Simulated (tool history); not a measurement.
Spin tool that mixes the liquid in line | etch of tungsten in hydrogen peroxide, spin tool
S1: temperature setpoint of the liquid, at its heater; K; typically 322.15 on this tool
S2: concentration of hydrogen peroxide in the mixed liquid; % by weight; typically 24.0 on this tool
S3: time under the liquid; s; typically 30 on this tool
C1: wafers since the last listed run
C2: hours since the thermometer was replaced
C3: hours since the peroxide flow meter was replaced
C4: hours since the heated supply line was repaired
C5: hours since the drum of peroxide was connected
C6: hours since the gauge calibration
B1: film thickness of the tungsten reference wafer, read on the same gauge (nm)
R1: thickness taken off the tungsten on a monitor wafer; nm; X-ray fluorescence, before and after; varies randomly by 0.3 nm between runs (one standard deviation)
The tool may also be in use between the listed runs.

run,hour,S1,S2,S3,C1,C2,C3,C4,C5,C6,B1,R1
1,0.0,318.65,24.0,30,0,422.1,1900.7,3658.8,958.5,161.2,150.00,45.16
2,24.2,318.65,24.0,30,506,446.3,1924.9,3683.0,982.7,185.4,149.98,45.31
# hour 70.6: gauge calibrated
3,71.6,327.65,24.0,30,991,493.7,1972.3,3730.4,1030.1,1.0,150.01,77.97
# hour 81.4: thermometer replaced
4,88.8,327.65,24.0,30,338,7.4,1989.5,3747.6,1047.3,18.2,149.99,77.72
# hour 92.1: new drum of peroxide connected
5,100.3,315.65,18.5,30,219,18.9,2001.0,3759.1,8.2,29.7,150.03,32.42
6,112.8,322.15,25.5,20,261,31.4,2013.5,3771.6,20.7,42.2,150.02,38.51
7,127.4,322.15,25.5,20,305,46.0,2028.1,3786.2,35.3,56.8,150.00,38.58
8,134.8,322.15,25.5,20,154,53.4,2035.5,3793.6,42.7,64.2,150.01,38.54
9,141.4,316.65,17.5,20,138,60.0,2042.1,3800.2,49.3,70.8,149.95,22.63
# hour 143.1: peroxide flow meter replaced
10,162.6,318.65,24.0,30,422,81.2,19.5,3821.4,70.5,92.0,150.01,44.76
# hour 164.8: heated supply line repaired
11,170.1,327.65,28.0,30,135,88.7,27.0,5.3,78.0,99.5,150.01,84.53
12,176.9,322.15,24.0,30,142,95.5,33.8,12.1,84.8,106.3,150.05,55.59
13,193.6,328.15,24.0,40,349,112.2,50.5,28.8,101.5,123.0,150.01,107.72

Predict the results of run 14:
14,205.9,325.15,29.5,30,257,124.5,62.8,41.1,113.8,135.3,?,?

{"run 14": {"B1": 149.98, "R1": 74.52}}
If the tool had no hidden condition, the same run with the same run-to-run variation would have returned R1 74.52 nm.
